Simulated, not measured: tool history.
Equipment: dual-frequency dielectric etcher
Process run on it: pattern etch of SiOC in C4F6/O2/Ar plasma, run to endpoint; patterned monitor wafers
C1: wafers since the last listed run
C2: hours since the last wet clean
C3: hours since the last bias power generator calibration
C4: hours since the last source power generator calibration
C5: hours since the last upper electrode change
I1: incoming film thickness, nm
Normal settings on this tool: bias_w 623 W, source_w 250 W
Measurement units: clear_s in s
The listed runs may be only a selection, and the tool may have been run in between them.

run 1 hour=0.0 | bias_w=623 source_w=250 | C1=0 C2=93.1 C3=2967.1 C4=3942.4 C5=5367.0 | I1=36.05 | clear_s=14.2
run 2 hour=47.1 | bias_w=623 source_w=250 | C1=1178 C2=140.2 C3=3014.2 C4=3989.5 C5=5414.1 | I1=35.42 | clear_s=13.9
run 3 hour=57.6 | bias_w=623 source_w=250 | C1=262 C2=150.7 C3=3024.7 C4=4000.0 C5=5424.6 | I1=36.01 | clear_s=14.2
run 4 hour=106.9 | bias_w=623 source_w=250 | C1=1233 C2=200.0 C3=3074.0 C4=4049.3 C5=5473.9 | I1=35.76 | clear_s=14.2
run 5 hour=116.8 | bias_w=623 source_w=250 | C1=247 C2=209.9 C3=3083.9 C4=4059.2 C5=5483.8 | I1=35.86 | clear_s=14.1
run 6 hour=127.8 | bias_w=623 source_w=250 | C1=275 C2=220.9 C3=3094.9 C4=4070.2 C5=5494.8 | I1=35.62 | clear_s=14.1
run 7 hour=142.6 | bias_w=553 source_w=250 | C1=370 C2=235.7 C3=3109.7 C4=4085.0 C5=5509.6 | I1=35.67 | clear_s=14.9
-- hour=151.3 source power generator calibrated
-- hour=169.5 upper electrode replaced
run 8 hour=170.0 | bias_w=553 source_w=250 | C1=130 C2=263.1 C3=3137.1 C4=18.7 C5=0.5 | I1=35.92 | clear_s=15.1
run 9 hour=170.3 | bias_w=553 source_w=250 | C1=7 C2=263.4 C3=3137.4 C4=19.0 C5=0.8 | I1=35.48 | clear_s=14.7
run 10 hour=176.8 | bias_w=623 source_w=250 | C1=162 C2=269.9 C3=3143.9 C4=25.5 C5=7.3 | I1=35.55 | clear_s=14.2
run 11 hour=192.1 | bias_w=623 source_w=250 | C1=382 C2=285.2 C3=3159.2 C4=40.8 C5=22.6 | I1=35.55 | clear_s=14.3
run 12 hour=198.4 | bias_w=623 source_w=250 | C1=157 C2=291.5 C3=3165.5 C4=47.1 C5=28.9 | I1=36.01 | clear_s=14.3
run 13 hour=207.9 | bias_w=623 source_w=250 | C1=237 C2=301.0 C3=3175.0 C4=56.6 C5=38.4 | I1=35.75 | clear_s=14.3
run 14 hour=218.9 | bias_w=623 source_w=250 | C1=275 C2=312.0 C3=3186.0 C4=67.6 C5=49.4 | I1=35.64 | clear_s=14.3
run 15 hour=232.8 | bias_w=623 source_w=250 | C1=347 C2=325.9 C3=3199.9 C4=81.5 C5=63.3 | I1=35.45 | clear_s=14.3
run 16 hour=249.7 | bias_w=623 source_w=250 | C1=423 C2=342.8 C3=3216.8 C4=98.4 C5=80.2 | I1=35.43 | clear_s=14.3
run 17 hour=258.1 | bias_w=560 source_w=300 | C1=210 C2=351.2 C3=3225.2 C4=106.8 C5=88.6 | I1=35.78 | clear_s=14.1
-- hour=294.3 wet clean of the chamber
run 18 hour=294.8 | bias_w=560 source_w=300 | C1=317 C2=0.5 C3=3261.9 C4=143.5 C5=125.3 | I1=36.44 | clear_s=13.7
run 19 hour=295.1 | bias_w=677 source_w=270 | C1=7 C2=0.8 C3=3262.2 C4=143.8 C5=125.6 | I1=35.55 | clear_s=13.0
run 20 hour=295.4 | bias_w=760 source_w=210 | C1=7 C2=1.1 C3=3262.5 C4=144.1 C5=125.9 | I1=35.46 | clear_s=13.4
run 21 hour=302.7 | bias_w=623 source_w=250 | C1=182 C2=8.4 C3=3269.8 C4=151.4 C5=133.2 | I1=35.49 | clear_s=13.7
-- hour=308.0 bias power generator calibrated
run 22 hour=318.6 | bias_w=774 source_w=250 | C1=297 C2=24.3 C3=10.6 C4=167.3 C5=149.1 | I1=35.99 | clear_s=12.8
run 23 hour=335.1 | bias_w=565 source_w=250 | C1=412 C2=40.8 C3=27.1 C4=183.8 C5=165.6 | I1=35.73 | clear_s=14.3
run 24 hour=345.0 | bias_w=684 source_w=290 | C1=247 C2=50.7 C3=37.0 C4=193.7 C5=175.5 | I1=35.85 | clear_s=12.8
run 25 hour=355.5 | bias_w=724 source_w=250 | C1=262 C2=61.2 C3=47.5 C4=204.2 C5=186.0 | I1=35.90 | clear_s=13.1
run 26 hour=367.4 | bias_w=623 source_w=250 | C1=297 C2=73.1 C3=59.4 C4=216.1 C5=197.9 | I1=36.04 | clear_s=14.1
run 27 hour=376.9 | bias_w=776 source_w=200 | C1=237 C2=82.6 C3=68.9 C4=225.6 C5=207.4 | I1=35.88 | clear_s=13.9
run 28 hour=383.4 | bias_w=623 source_w=200 | C1=162 C2=89.1 C3=75.4 C4=232.1 C5=213.9 | I1=35.68 | clear_s=15.1
run 29 hour=390.4 | bias_w=676 source_w=230 | C1=175 C2=96.1 C3=82.4 C4=239.1 C5=220.9 | I1=35.84 | clear_s=13.9
run 30 hour=414.2 | bias_w=623 source_w=250 | C1=595 C2=119.9 C3=106.2 C4=262.9 C5=244.7 | I1=35.74 | clear_s=14.1
run 31 hour=426.1 | bias_w=502 source_w=200 | C1=297 C2=131.8 C3=118.1 C4=274.8 C5=256.6 | I1=35.38 | clear_s=16.3
run 32 hour=440.4 | bias_w=623 source_w=250 | C1=357 C2=146.1 C3=132.4 C4=289.1 C5=270.9 | I1=35.75 | clear_s=14.1
run 33 hour=453.7 | bias_w=553 source_w=250 | C1=332 C2=159.4 C3=145.7 C4=302.4 C5=284.2 | I1=35.57 | clear_s=14.6
run 34 hour=470.4 | bias_w=623 source_w=250 | C1=417 C2=176.1 C3=162.4 C4=319.1 C5=300.9 | I1=35.71 | clear_s=14.0
run 35 hour=483.0 | bias_w=583 source_w=220 | C1=315 C2=188.7 C3=175.0 C4=331.7 C5=313.5 | I1=35.61 | clear_s=15.3
run 36 hour=497.5 | bias_w=533 source_w=200 | C1=362 C2=203.2 C3=189.5 C4=346.2 C5=328.0 | I1=35.59 | clear_s=16.3

Consider 3 possible next runs. They are alternatives, not a sequence: every one starts from the tool as it was left by run 36. What does each give?
run A hour=497.9 | bias_w=473 source_w=250 | C1=10 C2=203.6 C3=189.9 C4=346.6 C5=328.4 | I1=35.56 | clear_s=?
run B hour=497.9 | bias_w=752 source_w=310 | C1=10 C2=203.6 C3=189.9 C4=346.6 C5=328.4 | I1=35.56 | clear_s=?
run C hour=497.9 | bias_w=541 source_w=230 | C1=10 C2=203.6 C3=189.9 C4=346.6 C5=328.4 | I1=35.56 | clear_s=?

run=A clear_s=15.6
run=B clear_s=12.0
run=C clear_s=15.3
Had the tool no hidden state, the same runs would have come out as:
run=A clear_s=15.3
run=B clear_s=11.8
run=C clear_s=15.0

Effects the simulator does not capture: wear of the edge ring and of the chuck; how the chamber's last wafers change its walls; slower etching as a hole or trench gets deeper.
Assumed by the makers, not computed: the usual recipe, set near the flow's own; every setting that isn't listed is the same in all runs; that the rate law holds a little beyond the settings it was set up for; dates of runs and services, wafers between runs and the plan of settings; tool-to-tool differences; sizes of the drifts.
